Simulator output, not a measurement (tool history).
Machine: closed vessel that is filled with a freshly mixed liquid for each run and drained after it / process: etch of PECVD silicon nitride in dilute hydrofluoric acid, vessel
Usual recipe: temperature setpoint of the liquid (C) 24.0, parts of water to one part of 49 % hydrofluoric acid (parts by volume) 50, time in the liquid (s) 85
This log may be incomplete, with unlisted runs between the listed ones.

run	hour	temperature setpoint of the liquid (C)	parts of water to one part of 49 % hydrofluoric acid (parts by volume)	time in the liquid (s)	read-back film thickness of the PECVD silicon nitride reference wafer, read on the same gauge (nm)	thickness taken off the PECVD silicon nitride on a monitor wafer (angstrom)
1	0.0	24.0	55	85	49.98	71.7
2	7.8	24.0	55	85	49.99	73.3
# hour 18.2: gauge calibrated
3	18.2	24.0	50	85	50.03	80.1
4	25.9	24.0	50	85	50.01	79.3
5	43.0	24.0	50	65	50.00	61.1
6	58.4	24.0	50	65	50.01	61.2
7	69.2	24.0	65	85	49.98	62.5
8	86.9	24.0	65	85	49.98	62.1
9	97.8	24.0	50	85	50.03	80.4
# hour 128.0: hydrofluoric acid flow meter replaced
10	145.6	24.0	50	85	49.99	81.0
11	156.2	24.0	50	85	49.97	81.2
12	165.0	24.0	50	85	50.02	81.4
13	182.4	24.0	50	85	50.01	81.6
14	199.9	24.0	50	85	49.98	81.0
15	216.4	24.0	50	85	50.01	82.3
16	223.8	22.0	50	125	49.99	104.6
17	232.4	24.0	50	85	50.04	81.7
18	247.9	26.5	30	85	49.98	160.6
19	254.8	24.0	50	85	50.01	82.5
20	270.2	24.0	50	85	49.96	82.3
21	285.1	20.5	35	65	50.00	70.0
22	294.2	19.5	30	65	49.99	76.5
# hour 306.6: thermometer replaced
23	309.3	24.0	55	85	50.01	63.4
# hour 310.5: gauge calibrated
24	323.5	27.5	65	85	49.96	69.1
25	339.8	24.0	50	85	50.04	71.3
26	346.7	26.0	35	85	50.01	114.5
27	396.7	21.5	40	105	49.95	92.2
28	409.4	25.5	70	85	49.99	57.0
29	421.1	26.5	50	85	49.98	84.3

Alternative continuations, all from the tool just after run 29; predict every row:
A	421.8	24.0	50	85	?	?
B	421.8	21.5	50	70	?	?
C	421.8	24.0	60	50	?	?
D	421.8	24.0	70	85	?	?
E	421.8	19.0	50	85	?	?

run	read-back film thickness of the PECVD silicon nitride reference wafer, read on the same gauge (nm)	thickness taken off the PECVD silicon nitride on a monitor wafer (angstrom)
A	49.99	71.7
B	49.99	49.8
C	49.99	35.3
D	49.99	51.5
E	49.99	50.9
Take away the tool's hidden state, keep each run's random variation, and the runs would have read:
run	thickness taken off the PECVD silicon nitride on a monitor wafer (angstrom)
A	69.2
B	48.0
C	34.0
D	49.7
E	49.0
